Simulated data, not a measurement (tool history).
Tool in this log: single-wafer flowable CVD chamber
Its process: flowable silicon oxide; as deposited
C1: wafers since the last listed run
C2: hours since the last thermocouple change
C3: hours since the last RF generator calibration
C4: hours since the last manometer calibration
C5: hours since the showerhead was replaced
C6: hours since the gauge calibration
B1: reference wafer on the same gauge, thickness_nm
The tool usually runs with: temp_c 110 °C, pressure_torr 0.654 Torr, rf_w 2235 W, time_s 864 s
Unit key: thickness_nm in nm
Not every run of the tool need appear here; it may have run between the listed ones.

run 1 hour=0 | temp_c=110 pressure_torr=0.654 rf_w=2235 time_s=927 | C1=0 C2=2208.5 C3=1740.3 C4=1642.6 C5=3624.5 C6=324.3 | B1=266.916 | thickness_nm=298.079
run 2 hour=13.4 | temp_c=110 pressure_torr=0.654 rf_w=2235 time_s=864 | C1=25 C2=2221.9 C3=1753.7 C4=1656 C5=3637.9 C6=337.7 | B1=266.434 | thickness_nm=277.078
run 3 hour=45.7 | temp_c=110 pressure_torr=0.654 rf_w=2235 time_s=864 | C1=61 C2=2254.2 C3=1786 C4=1688.3 C5=3670.2 C6=370 | B1=267.133 | thickness_nm=279.835
run 4 hour=72.4 | temp_c=110 pressure_torr=0.654 rf_w=2235 time_s=864 | C1=50 C2=2280.9 C3=1812.7 C4=1715 C5=3696.9 C6=396.7 | B1=267.576 | thickness_nm=277.988
-- hour=112.5 capacitance manometer re-zeroed and calibrated
run 5 hour=113 | temp_c=110 pressure_torr=0.533 rf_w=2235 time_s=864 | C1=61 C2=2321.5 C3=1853.3 C4=0.5 C5=3737.5 C6=437.3 | B1=267.993 | thickness_nm=228.899
run 6 hour=137.6 | temp_c=110 pressure_torr=0.533 rf_w=2235 time_s=864 | C1=46 C2=2346.1 C3=1877.9 C4=25.1 C5=3762.1 C6=461.9 | B1=268.258 | thickness_nm=228.684
run 7 hour=167.8 | temp_c=110 pressure_torr=0.533 rf_w=2235 time_s=864 | C1=57 C2=2376.3 C3=1908.1 C4=55.3 C5=3792.3 C6=492.1 | B1=268.63 | thickness_nm=228.207
run 8 hour=188 | temp_c=106 pressure_torr=0.654 rf_w=2235 time_s=864 | C1=38 C2=2396.5 C3=1928.3 C4=75.5 C5=3812.5 C6=512.3 | B1=268.952 | thickness_nm=314.84
run 9 hour=207 | temp_c=110 pressure_torr=0.781 rf_w=2235 time_s=924 | C1=36 C2=2415.5 C3=1947.3 C4=94.5 C5=3831.5 C6=531.3 | B1=268.924 | thickness_nm=358.537
run 10 hour=222.6 | temp_c=110 pressure_torr=0.699 rf_w=2235 time_s=932 | C1=29 C2=2431.1 C3=1962.9 C4=110.1 C5=3847.1 C6=546.9 | B1=269.725 | thickness_nm=324.813
run 11 hour=240 | temp_c=101 pressure_torr=0.814 rf_w=2535 time_s=864 | C1=32 C2=2448.5 C3=1980.3 C4=127.5 C5=3864.5 C6=564.3 | B1=270.449 | thickness_nm=468.56
run 12 hour=271.6 | temp_c=110 pressure_torr=0.654 rf_w=2235 time_s=864 | C1=59 C2=2480.1 C3=2011.9 C4=159.1 C5=3896.1 C6=595.9 | B1=270.992 | thickness_nm=283.155
-- hour=285.9 thermocouple changed; heater temperature recalibrated
run 13 hour=288.9 | temp_c=122 pressure_torr=0.654 rf_w=2235 time_s=820 | C1=17 C2=3 C3=2029.2 C4=176.4 C5=3913.4 C6=613.2 | B1=270.968 | thickness_nm=193.521
run 14 hour=302.5 | temp_c=110 pressure_torr=0.654 rf_w=2630 time_s=947 | C1=25 C2=16.6 C3=2042.8 C4=190 C5=3927 C6=626.8 | B1=271.193 | thickness_nm=319.144
run 15 hour=332 | temp_c=105 pressure_torr=0.582 rf_w=2235 time_s=795 | C1=55 C2=46.1 C3=2072.3 C4=219.5 C5=3956.5 C6=656.3 | B1=272.53 | thickness_nm=268.039
-- hour=341.5 gauge calibrated
run 16 hour=357.1 | temp_c=97 pressure_torr=0.496 rf_w=2235 time_s=952 | C1=47 C2=71.2 C3=2097.4 C4=244.6 C5=3981.6 C6=15.6 | B1=263.877 | thickness_nm=337.489
-- hour=380.2 showerhead replaced
run 17 hour=391.1 | temp_c=105 pressure_torr=0.5 rf_w=2095 time_s=864 | C1=49 C2=105.2 C3=2131.4 C4=278.6 C5=10.9 C6=49.6 | B1=263.953 | thickness_nm=239.053
-- hour=418.1 RF generator calibrated
run 18 hour=418.6 | temp_c=110 pressure_torr=0.654 rf_w=2235 time_s=864 | C1=36 C2=132.7 C3=0.5 C4=306.1 C5=38.4 C6=77.1 | B1=264.004 | thickness_nm=274.863
run 19 hour=449.2 | temp_c=115 pressure_torr=0.597 rf_w=1985 time_s=1037 | C1=58 C2=163.3 C3=31.1 C4=336.7 C5=69 C6=107.7 | B1=264.49 | thickness_nm=251.655
run 20 hour=467.8 | temp_c=120 pressure_torr=0.542 rf_w=2390 time_s=864 | C1=35 C2=181.9 C3=49.7 C4=355.3 C5=87.6 C6=126.3 | B1=264.342 | thickness_nm=175.967
run 21 hour=491 | temp_c=123 pressure_torr=0.774 rf_w=2560 time_s=691 | C1=43 C2=205.1 C3=72.9 C4=378.5 C5=110.8 C6=149.5 | B1=264.415 | thickness_nm=190.003
run 22 hour=511.7 | temp_c=95 pressure_torr=0.654 rf_w=2235 time_s=864 | C1=39 C2=225.8 C3=93.6 C4=399.2 C5=131.5 C6=170.2 | B1=264.433 | thickness_nm=422.616
run 23 hour=533 | temp_c=110 pressure_torr=0.654 rf_w=2235 time_s=864 | C1=40 C2=247.1 C3=114.9 C4=420.5 C5=152.8 C6=191.5 | B1=264.479 | thickness_nm=277.727
run 24 hour=547.3 | temp_c=110 pressure_torr=0.507 rf_w=2235 time_s=864 | C1=27 C2=261.4 C3=129.2 C4=434.8 C5=167.1 C6=205.8 | B1=264.708 | thickness_nm=214.269
run 25 hour=572.4 | temp_c=122 pressure_torr=0.575 rf_w=2010 time_s=1014 | C1=47 C2=286.5 C3=154.3 C4=459.9 C5=192.2 C6=230.9 | B1=264.946 | thickness_nm=200.282
run 26 hour=676.1 | temp_c=110 pressure_torr=0.724 rf_w=2235 time_s=1036 | C1=196 C2=390.2 C3=258 C4=563.6 C5=295.9 C6=334.6 | B1=266.076 | thickness_nm=370.29
run 27 hour=698.2 | temp_c=110 pressure_torr=0.654 rf_w=2235 time_s=864 | C1=41 C2=412.3 C3=280.1 C4=585.7 C5=318 C6=356.7 | B1=266.031 | thickness_nm=276.449

Below are 5 alternative next runs, each starting from the tool's condition after run 27. Predict each:
run A hour=698.8 | temp_c=110 pressure_torr=0.654 rf_w=2535 time_s=864 | C1=1 C2=412.9 C3=280.7 C4=586.3 C5=318.6 C6=357.3 | B1=? | thickness_nm=?
run B hour=698.8 | temp_c=125 pressure_torr=0.654 rf_w=2235 time_s=864 | C1=1 C2=412.9 C3=280.7 C4=586.3 C5=318.6 C6=357.3 | B1=? | thickness_nm=?
run C hour=698.8 | temp_c=103 pressure_torr=0.578 rf_w=1900 time_s=1012 | C1=1 C2=412.9 C3=280.7 C4=586.3 C5=318.6 C6=357.3 | B1=? | thickness_nm=?
run D hour=698.8 | temp_c=99 pressure_torr=0.564 rf_w=2235 time_s=864 | C1=1 C2=412.9 C3=280.7 C4=586.3 C5=318.6 C6=357.3 | B1=? | thickness_nm=?
run E hour=698.8 | temp_c=110 pressure_torr=0.654 rf_w=2235 time_s=819 | C1=1 C2=412.9 C3=280.7 C4=586.3 C5=318.6 C6=357.3 | B1=? | thickness_nm=?

run=A B1=265.682 thickness_nm=285.815
run=B B1=265.682 thickness_nm=187.407
run=C B1=265.682 thickness_nm=330.572
run=D B1=265.682 thickness_nm=331.299
run=E B1=265.682 thickness_nm=263.662
With the hidden condition removed and each run's random variation left untouched, the same runs would have given:
run=A thickness_nm=283.557
run=B thickness_nm=185.927
run=C thickness_nm=327.961
run=D thickness_nm=328.682
run=E thickness_nm=261.579
